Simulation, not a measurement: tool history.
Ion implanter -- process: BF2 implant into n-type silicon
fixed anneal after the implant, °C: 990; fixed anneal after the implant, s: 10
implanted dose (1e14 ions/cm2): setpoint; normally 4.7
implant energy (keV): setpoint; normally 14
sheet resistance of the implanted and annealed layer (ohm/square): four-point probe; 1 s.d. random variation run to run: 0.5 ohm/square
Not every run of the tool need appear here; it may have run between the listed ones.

| run | day | implanted dose (1e14 ions/cm2) | implant energy (keV) | wafers since the last listed run | hours since the last dose calibration | hours since the extraction supply was calibrated | hours since the gauge calibration | read-back reference wafer on the same gauge, sheet resistance | sheet resistance of the implanted and annealed layer (ohm/square) |
|---|---|---|---|---|---|---|---|---|---|
| 1 | 0 | 4.7 | 14 | 0 | 1323.8 | 1561.4 | 337.4 | 350.81 | 308.67 |
| 2 | 4.3 | 4.7 | 14 | 1217 | 1427 | 1664.6 | 440.6 | 350.97 | 308.5 |
| 3 | 5.708 | 4.7 | 14 | 398 | 1460.8 | 1698.4 | 474.4 | 350.99 | 309.39 |
| 4 | 7.908 | 3.91 | 10.5 | 623 | 1513.6 | 1751.2 | 527.2 | 350.92 | 376.9 |
| 5 | 9.638 | 3.91 | 10.5 | 489 | 1555.1 | 1792.7 | 568.7 | 351.1 | 376.29 |
| 6 | 11.704 | 5.71 | 17.5 | 585 | 1604.7 | 1842.3 | 618.3 | 350.93 | 263.06 |
| 7 | 14.112 | 4.14 | 16 | 682 | 1662.5 | 1900.1 | 676.1 | 351.04 | 316.75 |
|  | 15.008 | gauge calibrated |
| 8 | 16.629 | 4.7 | 14 | 712 | 1722.9 | 1960.5 | 38.9 | 350.91 | 310.18 |
|  | 18.6 | Faraday cup replaced and dose calibrated |
| 9 | 19.304 | 4.7 | 14 | 663 | 16.9 | 2024.7 | 103.1 | 351.04 | 303.38 |
| 10 | 21.6 | 3.97 | 14 | 650 | 72 | 2079.8 | 158.2 | 351.02 | 328.98 |
| 11 | 23.3 | 3.68 | 14 | 481 | 112.8 | 2120.6 | 199 | 350.97 | 341.69 |
| 12 | 24.375 | 3.32 | 18.5 | 304 | 138.6 | 2146.4 | 224.8 | 350.95 | 340.54 |
| 13 | 26.342 | 4.16 | 17 | 557 | 185.8 | 2193.6 | 272 | 350.92 | 301.17 |
| 14 | 29.071 | 5.8 | 10 | 772 | 251.3 | 2259.1 | 337.5 | 351.05 | 323.81 |
| 15 | 31.896 | 3.84 | 11 | 800 | 319.1 | 2326.9 | 405.3 | 350.92 | 367.07 |
| 16 | 33.479 | 3.59 | 16.5 | 448 | 357.1 | 2364.9 | 443.3 | 351.03 | 332.96 |
|  | 34.1 | extraction supply calibrated |
| 17 | 35.817 | 5.2 | 14 | 567 | 413.2 | 41.2 | 499.4 | 350.89 | 290.29 |
| 18 | 38.254 | 5.85 | 17 | 690 | 471.7 | 99.7 | 557.9 | 351.05 | 256.24 |
| 19 | 41.042 | 4.7 | 14 | 789 | 538.6 | 166.6 | 624.8 | 351.07 | 302.98 |
| 20 | 43.271 | 4.7 | 14 | 631 | 592.1 | 220.1 | 678.3 | 350.82 | 304.11 |
| 21 | 45.967 | 5.52 | 14 | 763 | 656.8 | 284.8 | 743 | 350.96 | 284.37 |
|  | 47.254 | gauge calibrated |
| 22 | 48.588 | 5.7 | 16 | 742 | 719.7 | 347.7 | 32 | 351.09 | 268.03 |

Predict each of these 3 candidate next runs independently; none follows another, all start after run 22:
| A | 48.604 | 4.7 | 9 | 4 | 720.1 | 348.1 | 32.4 | ? | ? |
| B | 48.604 | 5.45 | 16.5 | 4 | 720.1 | 348.1 | 32.4 | ? | ? |
| C | 48.604 | 5.82 | 14 | 4 | 720.1 | 348.1 | 32.4 | ? | ? |

| run | read-back reference wafer on the same gauge, sheet resistance | sheet resistance of the implanted and annealed layer (ohm/square) |
|---|---|---|
| A | 351.06 | 362.33 |
| B | 351.06 | 268.91 |
| C | 351.06 | 280.29 |
What these runs would have given with no unlogged condition in the tool:
| run | sheet resistance of the implanted and annealed layer (ohm/square) |
|---|---|
| A | 357.64 |
| B | 265.66 |
| C | 276.97 |
